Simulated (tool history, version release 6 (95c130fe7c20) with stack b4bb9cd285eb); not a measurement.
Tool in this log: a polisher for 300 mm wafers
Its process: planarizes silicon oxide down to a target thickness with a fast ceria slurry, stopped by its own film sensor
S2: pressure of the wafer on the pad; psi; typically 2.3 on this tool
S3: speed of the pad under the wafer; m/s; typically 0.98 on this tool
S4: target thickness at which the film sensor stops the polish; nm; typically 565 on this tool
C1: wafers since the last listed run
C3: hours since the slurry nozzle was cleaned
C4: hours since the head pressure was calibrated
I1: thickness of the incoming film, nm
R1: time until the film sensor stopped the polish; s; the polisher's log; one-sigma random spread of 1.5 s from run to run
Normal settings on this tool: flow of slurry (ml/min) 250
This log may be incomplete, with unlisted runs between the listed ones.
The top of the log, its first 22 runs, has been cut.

{"run": 23, "hour": 1574.6, "flow of slurry (ml/min)": 250, "S2": 2.3, "S3": 0.98, "S4": 565, "C1": 432, "wafers polished on this pad": 1310, "C3": 204.2, "C4": 205.9, "I1": 1468.7, "R1": 76.3}
{"run": 24, "hour": 1670.2, "flow of slurry (ml/min)": 250, "S2": 2.3, "S3": 0.98, "S4": 565, "C1": 828, "wafers polished on this pad": 2138, "C3": 299.8, "C4": 301.5, "I1": 1432, "R1": 73.6}
{"run": 25, "hour": 1718.0, "flow of slurry (ml/min)": 215, "S2": 2.3, "S3": 0.98, "S4": 282, "C1": 414, "wafers polished on this pad": 2552, "C3": 347.6, "C4": 349.3, "I1": 1457, "R1": 101.8}
{"run": 26, "hour": 1787.4, "flow of slurry (ml/min)": 250, "S2": 2.3, "S3": 0.76, "S4": 680, "C1": 601, "wafers polished on this pad": 3154, "C3": 417, "C4": 418.7, "I1": 1478.3, "R1": 88.1}
{"hour": 1808.5, "done": "slurry nozzle cleaned"}
{"run": 27, "hour": 1863.8, "flow of slurry (ml/min)": 205, "S2": 1.8, "S3": 0.88, "S4": 781, "C1": 653, "wafers polished on this pad": 3807, "C3": 55.3, "C4": 495.1, "I1": 1446.7, "R1": 83.2}
{"run": 28, "hour": 1915.0, "flow of slurry (ml/min)": 180, "S2": 2, "S3": 1.18, "S4": 442, "C1": 443, "wafers polished on this pad": 4250, "C3": 106.5, "C4": 546.3, "I1": 1426.3, "R1": 82.9}
{"hour": 1951.4, "done": "worn pad replaced by a new one"}
{"run": 29, "hour": 1956.8, "flow of slurry (ml/min)": 175, "S2": 2.3, "S3": 0.98, "S4": 565, "C1": 327, "wafers polished on this pad": 46, "C3": 148.3, "C4": 588.1, "I1": 1434, "R1": 77.3}
{"run": 30, "hour": 2025.5, "flow of slurry (ml/min)": 250, "S2": 2.3, "S3": 0.98, "S4": 565, "C1": 595, "wafers polished on this pad": 641, "C3": 217, "C4": 656.8, "I1": 1447.1, "R1": 75.6}
{"run": 31, "hour": 2084.1, "flow of slurry (ml/min)": 220, "S2": 3.1, "S3": 0.98, "S4": 274, "C1": 507, "wafers polished on this pad": 1149, "C3": 275.6, "C4": 715.4, "I1": 1447.8, "R1": 74.9}
{"run": 32, "hour": 2146.3, "flow of slurry (ml/min)": 250, "S2": 2.3, "S3": 0.98, "S4": 565, "C1": 538, "wafers polished on this pad": 1687, "C3": 337.8, "C4": 777.6, "I1": 1437.6, "R1": 74.4}
{"run": 33, "hour": 2243.7, "flow of slurry (ml/min)": 215, "S2": 2.3, "S3": 0.98, "S4": 565, "C1": 843, "wafers polished on this pad": 2531, "C3": 435.2, "C4": 875, "I1": 1445.9, "R1": 77.6}
{"hour": 2254.8, "done": "slurry nozzle cleaned"}
{"hour": 2266.4, "done": "head pressure recalibrated"}
{"run": 34, "hour": 2284.2, "flow of slurry (ml/min)": 250, "S2": 2.3, "S3": 0.98, "S4": 565, "C1": 324, "wafers polished on this pad": 2856, "C3": 29.4, "C4": 17.8, "I1": 1478.2, "R1": 79.3}
{"run": 35, "hour": 2361.2, "flow of slurry (ml/min)": 285, "S2": 2.3, "S3": 0.78, "S4": 565, "C1": 666, "wafers polished on this pad": 3523, "C3": 106.4, "C4": 94.8, "I1": 1447.5, "R1": 94.8}
{"hour": 2396.2, "done": "worn pad replaced by a new one"}
{"run": 36, "hour": 2464.1, "flow of slurry (ml/min)": 250, "S2": 2.3, "S3": 0.98, "S4": 565, "C1": 856, "wafers polished on this pad": 587, "C3": 209.3, "C4": 197.7, "I1": 1453.5, "R1": 77.6}

Predict each of these 4 candidate next runs independently; none follows another, all start after run 36:
{"run": "A", "hour": 2464.5, "flow of slurry (ml/min)": 250, "S2": 2.3, "S3": 0.98, "S4": 565, "C1": 3, "wafers polished on this pad": 591, "C3": 209.7, "C4": 198.1, "I1": 1462.5, "R1": "?"}
{"run": "B", "hour": 2464.5, "flow of slurry (ml/min)": 250, "S2": 1.6, "S3": 0.98, "S4": 742, "C1": 3, "wafers polished on this pad": 591, "C3": 209.7, "C4": 198.1, "I1": 1462.5, "R1": "?"}
{"run": "C", "hour": 2464.5, "flow of slurry (ml/min)": 335, "S2": 2.3, "S3": 0.98, "S4": 260, "C1": 3, "wafers polished on this pad": 591, "C3": 209.7, "C4": 198.1, "I1": 1462.5, "R1": "?"}
{"run": "D", "hour": 2464.5, "flow of slurry (ml/min)": 340, "S2": 2.7, "S3": 0.98, "S4": 565, "C1": 3, "wafers polished on this pad": 591, "C3": 209.7, "C4": 198.1, "I1": 1462.5, "R1": "?"}

run=A R1=77.6
run=B R1=89.6
run=C R1=101.6
run=D R1=64.5
Take away the tool's hidden state, keep each run's random variation, and the runs would have read:
run=A R1=77.6
run=B R1=89.6
run=C R1=101.6
run=D R1=64.5
